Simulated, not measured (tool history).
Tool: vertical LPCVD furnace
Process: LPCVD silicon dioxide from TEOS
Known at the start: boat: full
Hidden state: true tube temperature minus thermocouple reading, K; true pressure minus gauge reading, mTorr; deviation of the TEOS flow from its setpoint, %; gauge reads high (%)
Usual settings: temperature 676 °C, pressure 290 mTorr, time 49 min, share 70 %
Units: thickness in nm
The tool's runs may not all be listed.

| run | day | temperature | pressure | time | share | wafers since the last listed run | hours since the last temperature calibration | hours since the pressure gauge was zeroed | hours since the TEOS flow controller was replaced | hours since the gauge calibration | read-back reference wafer on the same gauge, thickness | thickness |
|---|---|---|---|---|---|---|---|---|---|---|---|---|
| 1 | 0 | 676 | 290 | 49 | 70 | 0 | 1401.5 | 4175.3 | 3590.6 | 598.7 | 211.03 | 201.36 |
| 2 | 2.496 | 676 | 290 | 49 | 70 | 505 | 1461.4 | 4235.2 | 3650.5 | 658.6 | 210.93 | 200.98 |
| 3 | 5.171 | 676 | 290 | 49 | 70 | 542 | 1525.6 | 4299.4 | 3714.7 | 722.8 | 210.97 | 200.82 |
| 4 | 7.321 | 676 | 290 | 49 | 70 | 435 | 1577.2 | 4351 | 3766.3 | 774.4 | 211.08 | 201.42 |
| 5 | 9.788 | 685 | 265 | 49 | 70 | 500 | 1636.4 | 4410.2 | 3825.5 | 833.6 | 211.02 | 238.22 |
| 6 | 12.788 | 685 | 265 | 49 | 70 | 608 | 1708.4 | 4482.2 | 3897.5 | 905.6 | 211 | 239.24 |
|  | 15.012 | TEOS flow controller replaced |
| 7 | 15.033 | 673 | 290 | 49 | 70 | 252 | 1762.3 | 4536.1 | 0.5 | 959.5 | 210.97 | 187.05 |
|  | 16.567 | pressure gauge zeroed |
| 8 | 16.946 | 673 | 290 | 49 | 70 | 184 | 1808.2 | 9.1 | 46.4 | 1005.4 | 211 | 192.04 |
| 9 | 19.342 | 673 | 290 | 49 | 70 | 485 | 1865.7 | 66.6 | 103.9 | 1062.9 | 211.05 | 191.64 |
| 10 | 21.85 | 676 | 245 | 43.5 | 70 | 508 | 1925.9 | 126.8 | 164.1 | 1123.1 | 210.95 | 167.84 |
| 11 | 23.229 | 676 | 290 | 49 | 70 | 279 | 1959 | 159.9 | 197.2 | 1156.2 | 211.05 | 206.46 |
| 12 | 24.662 | 676 | 290 | 49 | 70 | 290 | 1993.4 | 194.3 | 231.6 | 1190.6 | 210.97 | 206.27 |
| 13 | 26.804 | 676 | 290 | 49 | 60 | 434 | 2044.8 | 245.7 | 283 | 1242 | 210.91 | 190.71 |
| 14 | 28.808 | 676 | 290 | 49 | 60 | 406 | 2092.9 | 293.8 | 331.1 | 1290.1 | 210.89 | 190.3 |
| 15 | 31.762 | 680 | 355 | 38 | 80 | 598 | 2163.8 | 364.7 | 402 | 1361 | 210.95 | 209.04 |
| 16 | 33.358 | 685 | 290 | 30.5 | 70 | 323 | 2202.1 | 403 | 440.3 | 1399.3 | 211.05 | 159.59 |
| 17 | 36.212 | 669 | 290 | 49 | 70 | 578 | 2270.6 | 471.5 | 508.8 | 1467.8 | 210.98 | 173.71 |
|  | 36.621 | gauge calibrated |
| 18 | 37.958 | 676 | 290 | 58.5 | 58 | 353 | 2312.5 | 513.4 | 550.7 | 32.1 | 210.87 | 224.23 |
| 19 | 38.979 | 676 | 290 | 49 | 70 | 206 | 2337 | 537.9 | 575.2 | 56.6 | 211.03 | 206.54 |
| 20 | 41.475 | 676 | 290 | 49 | 66 | 505 | 2396.9 | 597.8 | 635.1 | 116.5 | 210.9 | 200.28 |
|  | 43.254 | thermocouples replaced and temperature profile calibrated |
| 21 | 43.275 | 676 | 260 | 31 | 70 | 162 | 0.5 | 641 | 678.3 | 159.7 | 210.98 | 118.32 |
| 22 | 44.196 | 668 | 290 | 41 | 70 | 186 | 22.6 | 663.1 | 700.4 | 181.8 | 210.97 | 135.68 |
| 23 | 45.708 | 685 | 265 | 49 | 70 | 306 | 58.9 | 699.4 | 736.7 | 218.1 | 210.95 | 235.17 |
| 24 | 47.762 | 687 | 290 | 43.5 | 82 | 416 | 108.2 | 748.7 | 786 | 267.4 | 210.88 | 248.67 |
| 25 | 49.446 | 676 | 315 | 49 | 70 | 341 | 148.6 | 789.1 | 826.4 | 307.8 | 210.88 | 207.49 |
| 26 | 51.338 | 676 | 290 | 36 | 70 | 383 | 194 | 834.5 | 871.8 | 353.2 | 211.18 | 146.06 |
| 27 | 53.646 | 665 | 320 | 59 | 64 | 467 | 249.4 | 889.9 | 927.2 | 408.6 | 210.93 | 183.76 |
| 28 | 56.492 | 676 | 330 | 49 | 75 | 576 | 317.7 | 958.2 | 995.5 | 476.9 | 210.92 | 220.62 |
| 29 | 59.246 | 676 | 290 | 49 | 70 | 558 | 383.8 | 1024.3 | 1061.6 | 543 | 211.03 | 200.69 |
| 30 | 60.654 | 683 | 290 | 49 | 62 | 285 | 417.6 | 1058.1 | 1095.4 | 576.8 | 210.92 | 223.26 |
| 31 | 62.404 | 676 | 290 | 49 | 70 | 354 | 459.6 | 1100.1 | 1137.4 | 618.8 | 210.96 | 200.35 |

Forecast each of these 4 alternatives for the next run:
| A | 62.629 | 676 | 290 | 61.5 | 70 | 45 | 465 | 1105.5 | 1142.8 | 624.2 | ? | ? |
| B | 62.629 | 676 | 290 | 49 | 62 | 45 | 465 | 1105.5 | 1142.8 | 624.2 | ? | ? |
| C | 62.629 | 676 | 290 | 61.5 | 79 | 45 | 465 | 1105.5 | 1142.8 | 624.2 | ? | ? |
| D | 62.629 | 682 | 250 | 49 | 66 | 45 | 465 | 1105.5 | 1142.8 | 624.2 | ? | ? |

| run | read-back reference wafer on the same gauge, thickness | thickness |
|---|---|---|
| A | 211.01 | 251.34 |
| B | 211.01 | 188.46 |
| C | 211.01 | 267.01 |
| D | 211.01 | 208.67 |
Without the tool's hidden state the same runs would have given:
| run | thickness |
|---|---|
| A | 248.16 |
| B | 186.08 |
| C | 263.63 |
| D | 206.25 |
